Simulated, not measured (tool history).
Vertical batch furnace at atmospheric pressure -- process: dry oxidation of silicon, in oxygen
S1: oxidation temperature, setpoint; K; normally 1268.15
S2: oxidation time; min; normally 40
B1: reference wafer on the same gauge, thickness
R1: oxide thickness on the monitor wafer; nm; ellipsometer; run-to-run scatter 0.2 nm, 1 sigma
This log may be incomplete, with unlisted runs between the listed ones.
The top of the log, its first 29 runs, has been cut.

run	hour	S1	S2	B1	R1
30	2057.2	1268.15	40	62.31	53.07
31	2103	1252.15	26.5	62.29	35.63
32	2128	1250.15	32	62.28	39.47
33	2188.9	1277.15	40	62.28	56.96
34	2251	1289.15	22.5	62.38	42.67
35	2295.9	1258.15	53.5	62.24	59.68
36	2366.6	1268.15	40	62.27	52.67
37	2404.9	1268.15	40	62.28	52.45
38	2437.5	1258.15	40	62.31	48.76
39	2494.1	1268.15	40	62.34	52.84
40	2555.5	1261.15	40	62.33	49.72

Each row is a separate what-if for the run after 40, all from the same tool condition, not one after another. Results?
A	2560.1	1268.15	40	?	?
B	2560.1	1283.15	55.5	?	?
C	2560.1	1291.15	40	?	?

run	B1	R1
A	62.29	52.57
B	62.29	73.57
C	62.29	63.05
Stripped of hidden state, with their random variation kept, the same runs would have yielded:
run	R1
A	53.55
B	74.95
C	64.19

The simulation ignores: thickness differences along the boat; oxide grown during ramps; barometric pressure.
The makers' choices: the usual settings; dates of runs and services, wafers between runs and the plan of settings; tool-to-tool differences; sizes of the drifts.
